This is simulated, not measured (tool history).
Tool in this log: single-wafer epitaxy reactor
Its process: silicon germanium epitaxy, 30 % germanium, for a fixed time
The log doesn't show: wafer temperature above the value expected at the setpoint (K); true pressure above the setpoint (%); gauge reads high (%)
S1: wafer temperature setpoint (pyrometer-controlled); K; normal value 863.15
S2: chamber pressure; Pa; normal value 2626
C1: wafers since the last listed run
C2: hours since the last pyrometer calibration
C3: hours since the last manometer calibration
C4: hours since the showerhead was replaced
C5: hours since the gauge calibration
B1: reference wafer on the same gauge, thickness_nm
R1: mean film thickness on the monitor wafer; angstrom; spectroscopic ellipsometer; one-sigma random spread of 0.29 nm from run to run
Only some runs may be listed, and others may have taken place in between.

{"run": 1, "hour": 0.0, "S1": 854.15, "S2": 3120, "C1": 0, "C2": 2143.9, "C3": 1745.1, "C4": 3941.9, "C5": 23.2, "B1": 63.062, "R1": 482.54}
{"run": 2, "hour": 20.2, "S1": 855.15, "S2": 3106, "C1": 286, "C2": 2164.1, "C3": 1765.3, "C4": 3962.1, "C5": 43.4, "B1": 63.024, "R1": 488.47}
{"run": 3, "hour": 36.8, "S1": 863.15, "S2": 2626, "C1": 235, "C2": 2180.7, "C3": 1781.9, "C4": 3978.7, "C5": 60, "B1": 63.024, "R1": 533.23}
{"run": 4, "hour": 70.8, "S1": 874.15, "S2": 2626, "C1": 482, "C2": 2214.7, "C3": 1815.9, "C4": 4012.7, "C5": 94, "B1": 63.013, "R1": 663.75}
{"run": 5, "hour": 171.9, "S1": 874.15, "S2": 2626, "C1": 1435, "C2": 2315.8, "C3": 1917, "C4": 4113.8, "C5": 195.1, "B1": 62.957, "R1": 662.16}
{"run": 6, "hour": 204.3, "S1": 874.15, "S2": 2626, "C1": 460, "C2": 2348.2, "C3": 1949.4, "C4": 4146.2, "C5": 227.5, "B1": 62.946, "R1": 669.74}
{"hour": 227.7, "done": "capacitance manometer re-zeroed and calibrated"}
{"run": 7, "hour": 238.0, "S1": 863.15, "S2": 2626, "C1": 364, "C2": 2381.9, "C3": 10.3, "C4": 4179.9, "C5": 261.2, "B1": 63.006, "R1": 538.32}
{"run": 8, "hour": 257.9, "S1": 863.15, "S2": 2626, "C1": 282, "C2": 2401.8, "C3": 30.2, "C4": 4199.8, "C5": 281.1, "B1": 63.031, "R1": 533.68}
{"run": 9, "hour": 279.1, "S1": 863.15, "S2": 2626, "C1": 301, "C2": 2423, "C3": 51.4, "C4": 4221, "C5": 302.3, "B1": 63.009, "R1": 538.45}
{"run": 10, "hour": 304.8, "S1": 863.15, "S2": 2626, "C1": 364, "C2": 2448.7, "C3": 77.1, "C4": 4246.7, "C5": 328, "B1": 62.952, "R1": 530.32}
{"run": 11, "hour": 326.8, "S1": 863.15, "S2": 3106, "C1": 312, "C2": 2470.7, "C3": 99.1, "C4": 4268.7, "C5": 350, "B1": 63.008, "R1": 574.78}
{"hour": 349.5, "done": "pyrometer calibrated"}
{"run": 12, "hour": 410.8, "S1": 857.15, "S2": 2120, "C1": 1079, "C2": 61.3, "C3": 183.1, "C4": 4352.7, "C5": 434, "B1": 62.985, "R1": 425.84}
{"hour": 420.0, "done": "showerhead replaced"}
{"run": 13, "hour": 423.2, "S1": 874.15, "S2": 3253, "C1": 62, "C2": 73.7, "C3": 195.5, "C4": 3.2, "C5": 446.4, "B1": 62.972, "R1": 741.29}
{"run": 14, "hour": 437.0, "S1": 863.15, "S2": 2373, "C1": 195, "C2": 87.5, "C3": 209.3, "C4": 17, "C5": 460.2, "B1": 63.054, "R1": 512.5}
{"run": 15, "hour": 452.7, "S1": 863.15, "S2": 2626, "C1": 222, "C2": 103.2, "C3": 225, "C4": 32.7, "C5": 475.9, "B1": 62.979, "R1": 537.01}
{"run": 16, "hour": 480.5, "S1": 874.15, "S2": 2626, "C1": 394, "C2": 131, "C3": 252.8, "C4": 60.5, "C5": 503.7, "B1": 62.978, "R1": 665.71}
{"run": 17, "hour": 493.3, "S1": 863.15, "S2": 2000, "C1": 181, "C2": 143.8, "C3": 265.6, "C4": 73.3, "C5": 516.5, "B1": 62.992, "R1": 467.67}
{"hour": 505.1, "done": "gauge calibrated"}
{"run": 18, "hour": 512.0, "S1": 877.15, "S2": 3080, "C1": 265, "C2": 162.5, "C3": 284.3, "C4": 92, "C5": 6.9, "B1": 63.05, "R1": 765.56}
{"run": 19, "hour": 524.2, "S1": 863.15, "S2": 2920, "C1": 173, "C2": 174.7, "C3": 296.5, "C4": 104.2, "C5": 19.1, "B1": 63.073, "R1": 562.98}
{"run": 20, "hour": 552.1, "S1": 863.15, "S2": 2626, "C1": 396, "C2": 202.6, "C3": 324.4, "C4": 132.1, "C5": 47, "B1": 63.018, "R1": 539.47}
{"run": 21, "hour": 569.8, "S1": 863.15, "S2": 2626, "C1": 251, "C2": 220.3, "C3": 342.1, "C4": 149.8, "C5": 64.7, "B1": 63.009, "R1": 536.58}
{"run": 22, "hour": 595.6, "S1": 859.15, "S2": 2626, "C1": 366, "C2": 246.1, "C3": 367.9, "C4": 175.6, "C5": 90.5, "B1": 62.982, "R1": 495.23}
{"run": 23, "hour": 608.0, "S1": 863.15, "S2": 2626, "C1": 176, "C2": 258.5, "C3": 380.3, "C4": 188, "C5": 102.9, "B1": 63.054, "R1": 531.74}
{"run": 24, "hour": 633.8, "S1": 857.15, "S2": 2000, "C1": 366, "C2": 284.3, "C3": 406.1, "C4": 213.8, "C5": 128.7, "B1": 63.064, "R1": 415.45}

What the log doesn't show, run by run:
wafer temperature above the value expected at the setpoint (K): 0 across all the runs
true pressure above the setpoint (%): 0 across all the runs
gauge reads high (%): 0 across all the runs
